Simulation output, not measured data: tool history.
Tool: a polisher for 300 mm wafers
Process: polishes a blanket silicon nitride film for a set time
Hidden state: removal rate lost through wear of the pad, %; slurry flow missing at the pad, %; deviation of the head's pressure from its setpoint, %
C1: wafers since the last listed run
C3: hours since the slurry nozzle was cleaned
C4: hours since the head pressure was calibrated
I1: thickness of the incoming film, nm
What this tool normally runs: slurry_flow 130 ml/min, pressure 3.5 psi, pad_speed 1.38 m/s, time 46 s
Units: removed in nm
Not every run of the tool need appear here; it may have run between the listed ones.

{"run": 1, "hour": 0.0, "slurry_flow": 130, "pressure": 3.5, "pad_speed": 1.38, "time": 46, "C1": 0, "wafers polished on this pad": 934, "C3": 434.1, "C4": 622.9, "I1": 874.4, "removed": 106.8}
{"run": 2, "hour": 36.0, "slurry_flow": 130, "pressure": 3.5, "pad_speed": 1.38, "time": 46, "C1": 499, "wafers polished on this pad": 1434, "C3": 470.1, "C4": 658.9, "I1": 879, "removed": 102.3}
{"run": 3, "hour": 42.3, "slurry_flow": 130, "pressure": 3.5, "pad_speed": 1.38, "time": 46, "C1": 87, "wafers polished on this pad": 1522, "C3": 476.4, "C4": 665.2, "I1": 854, "removed": 102.3}
{"run": 4, "hour": 54.1, "slurry_flow": 130, "pressure": 3.5, "pad_speed": 1.18, "time": 46, "C1": 163, "wafers polished on this pad": 1686, "C3": 488.2, "C4": 677, "I1": 880.7, "removed": 90}
{"hour": 65.1, "done": "worn pad replaced by a new one"}
{"run": 5, "hour": 65.6, "slurry_flow": 130, "pressure": 3.5, "pad_speed": 1.18, "time": 46, "C1": 104, "wafers polished on this pad": 7, "C3": 499.7, "C4": 688.5, "I1": 868.8, "removed": 101.5}
{"run": 6, "hour": 85.8, "slurry_flow": 130, "pressure": 3.5, "pad_speed": 1.18, "time": 46, "C1": 280, "wafers polished on this pad": 287, "C3": 519.9, "C4": 708.7, "I1": 854.5, "removed": 99.7}
{"hour": 93.3, "done": "head pressure recalibrated"}
{"run": 7, "hour": 94.8, "slurry_flow": 130, "pressure": 4.1, "pad_speed": 1.38, "time": 46, "C1": 97, "wafers polished on this pad": 385, "C3": 528.9, "C4": 1.5, "I1": 880.4, "removed": 127.9}
{"run": 8, "hour": 104.0, "slurry_flow": 130, "pressure": 4.1, "pad_speed": 1.38, "time": 46, "C1": 127, "wafers polished on this pad": 512, "C3": 538.1, "C4": 10.7, "I1": 890, "removed": 128.8}
{"run": 9, "hour": 119.6, "slurry_flow": 130, "pressure": 4.1, "pad_speed": 1.38, "time": 46, "C1": 216, "wafers polished on this pad": 729, "C3": 553.7, "C4": 26.3, "I1": 877.3, "removed": 126}
{"run": 10, "hour": 130.8, "slurry_flow": 130, "pressure": 3.5, "pad_speed": 1.38, "time": 46, "C1": 155, "wafers polished on this pad": 885, "C3": 564.9, "C4": 37.5, "I1": 860.9, "removed": 108}
{"run": 11, "hour": 138.2, "slurry_flow": 130, "pressure": 3.5, "pad_speed": 1.38, "time": 46, "C1": 102, "wafers polished on this pad": 987, "C3": 572.3, "C4": 44.9, "I1": 876.2, "removed": 106.1}
{"run": 12, "hour": 161.6, "slurry_flow": 130, "pressure": 3.5, "pad_speed": 1.38, "time": 46, "C1": 324, "wafers polished on this pad": 1312, "C3": 595.7, "C4": 68.3, "I1": 854.7, "removed": 103.7}
{"hour": 169.7, "done": "worn pad replaced by a new one"}
{"run": 13, "hour": 172.9, "slurry_flow": 165, "pressure": 3.5, "pad_speed": 1.38, "time": 46, "C1": 101, "wafers polished on this pad": 45, "C3": 607, "C4": 79.6, "I1": 879.2, "removed": 119.6}
{"run": 14, "hour": 180.6, "slurry_flow": 130, "pressure": 4.1, "pad_speed": 1.38, "time": 46, "C1": 106, "wafers polished on this pad": 151, "C3": 614.7, "C4": 87.3, "I1": 859.3, "removed": 131.5}
{"run": 15, "hour": 187.8, "slurry_flow": 130, "pressure": 3.5, "pad_speed": 1.38, "time": 46, "C1": 99, "wafers polished on this pad": 251, "C3": 621.9, "C4": 94.5, "I1": 865.9, "removed": 111}
{"run": 16, "hour": 195.5, "slurry_flow": 105, "pressure": 3.5, "pad_speed": 0.94, "time": 57, "C1": 106, "wafers polished on this pad": 358, "C3": 629.6, "C4": 102.2, "I1": 876.7, "removed": 96.9}
{"run": 17, "hour": 203.2, "slurry_flow": 100, "pressure": 3.5, "pad_speed": 1.38, "time": 52, "C1": 106, "wafers polished on this pad": 465, "C3": 637.3, "C4": 109.9, "I1": 874.4, "removed": 118}
{"run": 18, "hour": 220.4, "slurry_flow": 130, "pressure": 3.5, "pad_speed": 1.38, "time": 46, "C1": 238, "wafers polished on this pad": 704, "C3": 654.5, "C4": 127.1, "I1": 865.5, "removed": 107.2}
{"run": 19, "hour": 236.6, "slurry_flow": 130, "pressure": 4.1, "pad_speed": 1.18, "time": 46, "C1": 224, "wafers polished on this pad": 929, "C3": 670.7, "C4": 143.3, "I1": 889.3, "removed": 108.6}
{"run": 20, "hour": 246.1, "slurry_flow": 130, "pressure": 3.5, "pad_speed": 1.38, "time": 46, "C1": 131, "wafers polished on this pad": 1061, "C3": 680.2, "C4": 152.8, "I1": 854.9, "removed": 105.5}
{"run": 21, "hour": 254.1, "slurry_flow": 160, "pressure": 2.8, "pad_speed": 1.74, "time": 46, "C1": 111, "wafers polished on this pad": 1172, "C3": 688.2, "C4": 160.8, "I1": 868.6, "removed": 105.3}
{"run": 22, "hour": 262.4, "slurry_flow": 130, "pressure": 4.2, "pad_speed": 1.38, "time": 53, "C1": 115, "wafers polished on this pad": 1287, "C3": 696.5, "C4": 169.1, "I1": 865.6, "removed": 142.1}
{"run": 23, "hour": 278.5, "slurry_flow": 130, "pressure": 3.5, "pad_speed": 1.38, "time": 46, "C1": 223, "wafers polished on this pad": 1511, "C3": 712.6, "C4": 185.2, "I1": 857.4, "removed": 101.1}
{"hour": 286.0, "done": "slurry nozzle cleaned"}
{"run": 24, "hour": 286.5, "slurry_flow": 150, "pressure": 3.5, "pad_speed": 1.38, "time": 31, "C1": 97, "wafers polished on this pad": 1608, "C3": 0.5, "C4": 193.2, "I1": 876.3, "removed": 71.1}
{"hour": 292.0, "done": "worn pad replaced by a new one"}
{"run": 25, "hour": 337.9, "slurry_flow": 105, "pressure": 3.5, "pad_speed": 1.38, "time": 46, "C1": 658, "wafers polished on this pad": 638, "C3": 51.9, "C4": 244.6, "I1": 872.8, "removed": 103.6}
{"run": 26, "hour": 345.3, "slurry_flow": 130, "pressure": 3.5, "pad_speed": 1.38, "time": 46, "C1": 102, "wafers polished on this pad": 740, "C3": 59.3, "C4": 252, "I1": 880.2, "removed": 107.7}
{"run": 27, "hour": 361.0, "slurry_flow": 150, "pressure": 3, "pad_speed": 1.82, "time": 35, "C1": 218, "wafers polished on this pad": 958, "C3": 75, "C4": 267.7, "I1": 882.3, "removed": 89.6}
{"run": 28, "hour": 370.5, "slurry_flow": 130, "pressure": 4.1, "pad_speed": 1.38, "time": 46, "C1": 131, "wafers polished on this pad": 1090, "C3": 84.5, "C4": 277.2, "I1": 867, "removed": 125.1}
{"run": 29, "hour": 381.3, "slurry_flow": 155, "pressure": 3.5, "pad_speed": 1.38, "time": 46, "C1": 149, "wafers polished on this pad": 1240, "C3": 95.3, "C4": 288, "I1": 876.8, "removed": 107.9}
{"run": 30, "hour": 396.2, "slurry_flow": 140, "pressure": 3.1, "pad_speed": 1.38, "time": 46, "C1": 206, "wafers polished on this pad": 1447, "C3": 110.2, "C4": 302.9, "I1": 882, "removed": 92.6}
{"run": 31, "hour": 402.2, "slurry_flow": 130, "pressure": 4.2, "pad_speed": 1.38, "time": 46, "C1": 83, "wafers polished on this pad": 1530, "C3": 116.2, "C4": 308.9, "I1": 862.8, "removed": 123.7}
{"hour": 409.8, "done": "worn pad replaced by a new one"}
{"run": 32, "hour": 418.2, "slurry_flow": 100, "pressure": 2.6, "pad_speed": 1.38, "time": 46, "C1": 166, "wafers polished on this pad": 116, "C3": 132.2, "C4": 324.9, "I1": 867.8, "removed": 78.6}
{"run": 33, "hour": 431.2, "slurry_flow": 130, "pressure": 3.5, "pad_speed": 1.08, "time": 46, "C1": 180, "wafers polished on this pad": 297, "C3": 145.2, "C4": 337.9, "I1": 879.5, "removed": 92.9}
{"run": 34, "hour": 446.7, "slurry_flow": 130, "pressure": 4.1, "pad_speed": 1.38, "time": 46, "C1": 215, "wafers polished on this pad": 512, "C3": 160.7, "C4": 353.4, "I1": 876.4, "removed": 129.9}
{"run": 35, "hour": 459.1, "slurry_flow": 115, "pressure": 3.5, "pad_speed": 1.82, "time": 46, "C1": 172, "wafers polished on this pad": 684, "C3": 173.1, "C4": 365.8, "I1": 864.9, "removed": 131.1}
{"run": 36, "hour": 470.2, "slurry_flow": 130, "pressure": 3.5, "pad_speed": 1.38, "time": 46, "C1": 154, "wafers polished on this pad": 838, "C3": 184.2, "C4": 376.9, "I1": 888.2, "removed": 108.5}

For some of the steps in removed from one run to the next: how much would appear even if the tool had no hidden state, given the settings, what came in and random variation, and how much remains for the hidden state plus any gauge scatter that the measured result and the result without hidden state don't share?
Run 4 -> 5: worn pad replaced by a new one. removed +11.5 nm: hidden state +11.8, all else -0.3.
Run 12 -> 13: slurry_flow 130 -> 165, worn pad replaced by a new one. removed +15.9 nm: hidden state +9.5, all else +6.4.
Run 22 -> 23: pressure 4.2 -> 3.5, time 53 -> 46. removed -41 nm: hidden state +2.9, all else -43.9.
Run 31 -> 32: slurry_flow 130 -> 100, pressure 4.2 -> 2.6, worn pad replaced by a new one. removed -45.1 nm: hidden state +15.1, all else -60.2.
Run 33 -> 34: pressure 3.5 -> 4.1, pad_speed 1.08 -> 1.38. removed +37 nm: hidden state -3.5, all else +40.5.
